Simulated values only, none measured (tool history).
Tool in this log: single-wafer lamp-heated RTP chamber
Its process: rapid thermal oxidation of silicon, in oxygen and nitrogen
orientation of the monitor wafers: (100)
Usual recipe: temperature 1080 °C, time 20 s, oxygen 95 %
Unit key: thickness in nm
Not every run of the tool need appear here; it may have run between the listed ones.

| run | hour | temperature | time | oxygen | wafers since the last listed run | wafers since the last pyrometer calibration | hours since the oxygen flow controller was replaced | hours since the gauge calibration | read-back reference wafer on the same gauge, thickness | thickness |
|---|---|---|---|---|---|---|---|---|---|---|
| 1 | 0 | 1080 | 20 | 98 | 0 | 387 | 4105.6 | 720.1 | 5.585 | 6.313 |
| 2 | 60 | 1080 | 20 | 98 | 701 | 1089 | 4165.6 | 780.1 | 5.592 | 6.316 |
| 3 | 116 | 1080 | 20 | 98 | 654 | 1743 | 4221.6 | 836.1 | 5.587 | 6.355 |
| 4 | 156.5 | 1080 | 20 | 87 | 473 | 2216 | 4262.1 | 876.6 | 5.592 | 6.132 |
| 5 | 193.4 | 1080 | 20 | 87 | 431 | 2648 | 4299 | 913.5 | 5.596 | 6.144 |
|  | 210.4 | pyrometer window cleaned and pyrometer calibrated |
| 6 | 250.8 | 1080 | 20 | 87 | 577 | 472 | 4356.4 | 970.9 | 5.591 | 6.262 |
| 7 | 280.6 | 1080 | 20 | 95 | 348 | 820 | 4386.2 | 1000.7 | 5.593 | 6.488 |
| 8 | 311.4 | 1080 | 20 | 95 | 360 | 1180 | 4417 | 1031.5 | 5.592 | 6.478 |
| 9 | 365.9 | 1080 | 20 | 95 | 637 | 1817 | 4471.5 | 1086 | 5.593 | 6.495 |
| 10 | 397.8 | 1080 | 20 | 95 | 372 | 2190 | 4503.4 | 1117.9 | 5.591 | 6.507 |
|  | 410.9 | pyrometer window cleaned and pyrometer calibrated, repeated, since the last time left the tool worse |
| 11 | 457.7 | 1080 | 20 | 95 | 606 | 547 | 4563.3 | 1177.8 | 5.592 | 6.222 |
| 12 | 503.9 | 1080 | 20 | 95 | 540 | 1087 | 4609.5 | 1224 | 5.586 | 6.253 |
| 13 | 566.6 | 1080 | 20 | 95 | 732 | 1820 | 4672.2 | 1286.7 | 5.587 | 6.273 |
|  | 595.4 | gauge calibrated |
| 14 | 596.1 | 1054 | 14 | 67 | 344 | 2165 | 4701.7 | 0.7 | 5.584 | 4.088 |
|  | 627.9 | pyrometer window cleaned and pyrometer calibrated |
| 15 | 651.4 | 1080 | 28 | 95 | 552 | 274 | 4757 | 56 | 5.597 | 7.144 |
|  | 728.9 | oxygen flow controller replaced |
| 16 | 781.4 | 1072 | 24 | 95 | 1425 | 1700 | 52.5 | 186 | 5.581 | 6.416 |
| 17 | 827.8 | 1092 | 23 | 95 | 542 | 2243 | 98.9 | 232.4 | 5.598 | 7.214 |
|  | 865.2 | pyrometer window cleaned and pyrometer calibrated |
| 18 | 895.3 | 1080 | 13 | 95 | 695 | 351 | 166.4 | 299.9 | 5.59 | 5.271 |
| 19 | 951.9 | 1080 | 20 | 95 | 661 | 1012 | 223 | 356.5 | 5.593 | 6.291 |
| 20 | 1010.4 | 1071 | 20 | 95 | 683 | 1696 | 281.5 | 415 | 5.59 | 5.944 |
| 21 | 1037.7 | 1080 | 20 | 95 | 319 | 2015 | 308.8 | 442.3 | 5.594 | 6.321 |
| 22 | 1070.3 | 1092 | 20 | 95 | 381 | 2396 | 341.4 | 474.9 | 5.584 | 6.862 |
|  | 1096.8 | pyrometer window cleaned and pyrometer calibrated |
| 23 | 1116 | 1104 | 20 | 68 | 440 | 223 | 387.1 | 520.6 | 5.589 | 6.438 |
| 24 | 1182 | 1080 | 27 | 95 | 771 | 995 | 453.1 | 586.6 | 5.594 | 7.103 |
| 25 | 1272.8 | 1099 | 27 | 78 | 1061 | 2056 | 543.9 | 677.4 | 5.587 | 7.51 |

How the hidden state differs across the entries between the runs, from the last listed run before each to the first after it:
From run 5 to run 6: pyrometer window cleaned and pyrometer calibrated (hour 210.4)
  true wafer temperature minus pyrometer reading, K: 3.08 -> 6.02
  what was measured, less what the result would be without the hidden state, thickness: +0.121 -> +0.238 nm
From run 10 to run 11: pyrometer window cleaned and pyrometer calibrated, repeated, since the last time left the tool worse (hour 410.9)
  true wafer temperature minus pyrometer reading, K: 7.6 -> 0.632
  what was measured, less what the result would be without the hidden state, thickness: +0.312 -> +0.025 nm
From run 13 to run 14: gauge calibrated (hour 595.4)
  true wafer temperature minus pyrometer reading, K: 1.8 -> 2.12
  what was measured, less what the result would be without the hidden state, thickness: +0.073 -> +0.055 nm
From run 14 to run 15: pyrometer window cleaned and pyrometer calibrated (hour 627.9)
  true wafer temperature minus pyrometer reading, K: 2.12 -> 0.311
  what was measured, less what the result would be without the hidden state, thickness: +0.055 -> +0.015 nm
From run 15 to run 16: oxygen flow controller replaced (hour 728.9)
  true wafer temperature minus pyrometer reading, K: 0.311 -> 1.71
  what was measured, less what the result would be without the hidden state, thickness: +0.015 -> +0.072 nm
From run 17 to run 18: pyrometer window cleaned and pyrometer calibrated (hour 865.2)
  true wafer temperature minus pyrometer reading, K: 2.21 -> 0.974
  what was measured, less what the result would be without the hidden state, thickness: +0.101 -> +0.033 nm
From run 22 to run 23: pyrometer window cleaned and pyrometer calibrated (hour 1096.8)
  true wafer temperature minus pyrometer reading, K: 2.85 -> 0.78
  what was measured, less what the result would be without the hidden state, thickness: +0.124 -> +0.032 nm
